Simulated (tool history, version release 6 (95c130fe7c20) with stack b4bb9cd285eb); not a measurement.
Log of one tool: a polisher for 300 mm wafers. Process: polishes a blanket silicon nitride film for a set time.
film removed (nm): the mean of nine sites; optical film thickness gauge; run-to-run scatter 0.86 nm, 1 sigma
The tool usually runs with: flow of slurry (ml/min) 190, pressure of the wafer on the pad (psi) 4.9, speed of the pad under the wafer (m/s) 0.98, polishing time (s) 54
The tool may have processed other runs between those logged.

run,hour,flow of slurry (ml/min),pressure of the wafer on the pad (psi),speed of the pad under the wafer (m/s),polishing time (s),wafers since the last listed run,wafers polished on this pad,hours since the slurry nozzle was cleaned,hours since the head pressure was calibrated,"incoming thickness of the incoming film, nm",film removed (nm)
1,0.0,190,4.9,0.98,54,0,2057,790.0,76.7,359.2,124.2
# hour 71.8: slurry nozzle cleaned
2,72.3,190,4.9,0.98,54,657,2715,0.5,149.0,359.4,124.7
3,392.3,190,4.9,0.98,54,2950,5665,320.5,469.0,361.4,121.0
4,438.6,190,4.9,0.98,54,426,6092,366.8,515.3,363.5,120.3
5,476.0,190,4.9,0.98,54,344,6437,404.2,552.7,359.6,120.6
# hour 509.4: worn pad replaced by a new one
6,531.2,190,4.9,0.98,54,472,200,459.4,607.9,366.8,124.5
7,627.2,190,4.9,0.98,54,885,1086,555.4,703.9,359.5,122.6
8,667.7,190,4.9,0.98,54,373,1459,595.9,744.4,359.4,123.9
# hour 742.4: head pressure recalibrated
# hour 840.2: slurry nozzle cleaned
9,905.8,190,4.9,0.98,54,2167,3626,65.6,163.4,360.5,123.2
10,998.1,190,4.9,0.98,54,850,4477,157.9,255.7,360.1,122.9
11,1107.6,190,4.9,0.98,54,1009,5487,267.4,365.2,357.9,121.1
12,1183.6,175,4.9,0.98,54,700,6187,343.4,441.2,352.4,118.9
# hour 1220.2: worn pad replaced by a new one
13,1254.4,190,4.0,0.98,54,615,315,414.2,512.0,364.1,101.3
14,1318.9,190,4.9,0.98,54,594,909,478.7,576.5,356.9,124.9
15,1401.4,145,3.6,0.66,40,760,1670,561.2,659.0,355.3,50.3
16,1494.5,190,4.9,0.98,54,858,2528,654.3,752.1,364.5,124.0
# hour 1545.3: head pressure recalibrated
17,1578.5,190,3.7,0.98,63,755,3284,738.3,33.2,367.7,106.8
# hour 1629.3: slurry nozzle cleaned
18,1665.5,160,4.9,0.98,46,792,4077,36.2,120.2,361.2,101.7
19,1716.1,130,4.9,0.98,54,466,4544,86.8,170.8,363.8,115.5
20,1765.9,190,4.9,0.98,72,459,5003,136.6,220.6,360.3,159.2
21,1846.5,190,4.9,1.16,54,743,5746,217.2,301.2,353.9,135.1
# hour 2000.8: worn pad replaced by a new one
22,2024.1,190,4.9,0.98,54,1600,214,394.8,478.8,356.9,123.6
23,2106.9,170,4.4,1.30,46,763,978,477.6,561.6,361.4,115.0
24,2180.3,190,4.9,0.98,54,676,1654,551.0,635.0,356.0,125.4
25,2241.8,190,6.1,0.98,69,566,2221,612.5,696.5,359.2,200.1
26,2283.2,145,4.9,0.98,42,381,2603,653.9,737.9,356.7,93.4
# hour 2318.9: head pressure recalibrated
27,2366.8,175,4.9,0.84,72,752,3355,737.5,47.9,363.6,145.6
28,2406.5,190,4.9,0.98,54,365,3721,777.2,87.6,360.2,122.7
# hour 2441.3: slurry nozzle cleaned
29,2483.2,245,4.9,0.76,45,697,4419,41.9,164.3,360.2,87.8
30,2563.9,245,5.8,1.10,54,743,5163,122.6,245.0,367.8,158.7
31,2606.4,190,4.9,0.98,54,391,5555,165.1,287.5,354.7,120.4
32,2666.7,135,4.0,1.10,43,555,6111,225.4,347.8,355.5,81.0
33,2746.9,190,6.6,0.98,54,739,6850,305.6,428.0,357.7,160.9
# hour 2775.0: worn pad replaced by a new one
34,2793.4,190,6.3,0.98,54,391,169,352.1,474.5,357.9,161.6
35,2894.5,250,4.0,0.70,38,932,1101,453.2,575.6,352.4,58.3
36,2984.7,190,4.9,1.32,64,831,1933,543.4,665.8,364.6,182.6
# hour 3018.3: head pressure recalibrated
37,3023.6,240,4.9,1.16,61,340,2273,582.3,5.3,362.9,161.1

4 ways to go on from here, each from the tool as it stands after run 37. What would each give?
A,3024.0,190,4.9,0.98,54,3,2277,582.7,5.7,361.0,?
B,3024.0,135,6.5,0.98,54,3,2277,582.7,5.7,361.0,?
C,3024.0,190,4.9,0.98,47,3,2277,582.7,5.7,361.0,?
D,3024.0,190,4.3,0.98,54,3,2277,582.7,5.7,361.0,?

run,film removed (nm)
A,123.0
B,156.2
C,107.1
D,108.0
Take away the tool's hidden state, keep each run's random variation, and the runs would have read:
run,film removed (nm)
A,124.6
B,158.1
C,108.4
D,109.3

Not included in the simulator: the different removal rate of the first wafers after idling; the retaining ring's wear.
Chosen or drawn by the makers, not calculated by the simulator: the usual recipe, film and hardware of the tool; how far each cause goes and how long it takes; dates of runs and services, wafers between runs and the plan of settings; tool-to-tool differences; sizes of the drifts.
